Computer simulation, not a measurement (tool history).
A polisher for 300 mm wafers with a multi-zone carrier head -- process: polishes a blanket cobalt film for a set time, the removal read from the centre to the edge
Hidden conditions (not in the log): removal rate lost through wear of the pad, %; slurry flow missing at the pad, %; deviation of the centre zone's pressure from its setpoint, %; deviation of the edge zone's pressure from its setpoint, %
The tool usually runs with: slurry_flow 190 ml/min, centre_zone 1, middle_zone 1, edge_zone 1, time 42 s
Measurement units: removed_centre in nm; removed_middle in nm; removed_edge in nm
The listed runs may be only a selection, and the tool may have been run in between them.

run,hour,slurry_flow,centre_zone,middle_zone,edge_zone,time,wafers since the last listed run,wafers polished on this pad,hours since the slurry nozzle was cleaned,hours since the centre zone pressure was calibrated,hours since the edge zone pressure was calibrated,hours since the carrier head's membrane was replaced,"incoming thickness of the incoming film, nm",removed_centre,removed_middle,removed_edge
1,0,190,1,1,1,42,0,100,219.8,841.9,1239.6,1539.1,967.2,230,237.7,234.3
2,16.9,190,1,1,1,42,171,271,236.7,858.8,1256.5,1556,981.3,214.9,226.9,226.8
# hour 23.4: edge zone pressure recalibrated
3,25.4,240,1,1,1,42,65,337,245.2,867.3,2,1564.5,988.9,226.6,236.2,226.4
4,32.8,240,1,1,1,42,74,412,252.6,874.7,9.4,1571.9,983.2,226.9,222.3,228
5,41.1,240,1,1,1,42,84,496,260.9,883,17.7,1580.2,989.7,222.2,226.6,224.7
6,49.1,190,1,1,1,42,81,577,268.9,891,25.7,1588.2,968.1,208.7,212.6,211.7
7,57.8,190,1,0.93,1,42,88,665,277.6,899.7,34.4,1596.9,976.9,207.6,198.3,215.7
8,70.9,190,1,1,1,42,132,798,290.7,912.8,47.5,1610,998,206,207.2,208.9
# hour 77.6: slurry nozzle cleaned
9,78.1,190,1,1,1.04,42,62,860,0.5,920,54.7,1617.2,965.3,221,224.6,222
10,84.1,190,1,1,1,49,60,921,6.5,926,60.7,1623.2,971.6,258.9,257.5,256.4
# hour 89.8: carrier head's membrane replaced by a new one
# hour 91.5: worn pad replaced by a new one
11,92.8,190,1.07,0.96,1,50,19,13,15.2,934.7,69.4,3,998.2,315.5,294.1,303.7
12,100.3,190,1,1.06,0.92,42,75,89,22.7,942.2,76.9,10.5,976.9,248,258.7,238.7
13,116.4,190,1,1,1,42,163,252,38.8,958.3,93,26.6,968.3,234.5,242.8,238.5
14,124.5,190,0.91,0.92,1,42,82,334,46.9,966.4,101.1,34.7,996.9,216.6,220.1,235.5
15,132.6,240,1.04,0.93,1,42,82,416,55,974.5,109.2,42.8,982.1,247,230.4,239
# hour 140.6: centre zone pressure recalibrated
16,146.9,190,1.09,1,0.94,42,124,540,69.3,6.3,123.5,57.1,986.2,242.7,226.2,218.6
17,163.8,190,0.96,1,1,42,171,711,86.2,23.2,140.4,74,972.3,218.1,229.2,227.9
# hour 169.3: worn pad replaced by a new one
18,179.3,150,1.08,1,1,35,116,101,101.7,38.7,155.9,89.5,975.4,204.6,201.1,197.6
19,224.1,190,1,1,1,42,453,554,146.5,83.5,200.7,134.3,999.6,222.4,227.7,228.9
20,246.4,190,1,0.9,1,55,225,780,168.8,105.8,223,156.6,966.6,290.9,263.6,292.4
21,256.7,190,1,1,1,42,104,885,179.1,116.1,233.3,166.9,961.4,222,222.4,225.1
# hour 267.4: worn pad replaced by a new one
22,268,190,0.96,1,1,42,73,5,190.4,127.4,244.6,178.2,974.9,235.8,254,250.9
23,277.1,190,1,1,1,42,92,98,199.5,136.5,253.7,187.3,980.4,241,244.2,242.9

3 options for the next run, each taken on its own from the tool as it stands now. Forecast them:
A,277.5,190,1,1,1,42,4,102,199.9,136.9,254.1,187.7,978.2,?,?,?
B,277.5,135,1,0.93,1,42,4,102,199.9,136.9,254.1,187.7,978.2,?,?,?
C,277.5,165,1.04,1,1,33,4,102,199.9,136.9,254.1,187.7,978.2,?,?,?

run,removed_centre,removed_middle,removed_edge
A,237.1,244.2,242.5
B,216.3,213,229.2
C,185.4,186.3,186.6
With no hidden state in the tool, these same runs would have given:
run,removed_centre,removed_middle,removed_edge
A,255.9,262.8,259.3
B,236.3,231.7,246.8
C,201,201.2,200
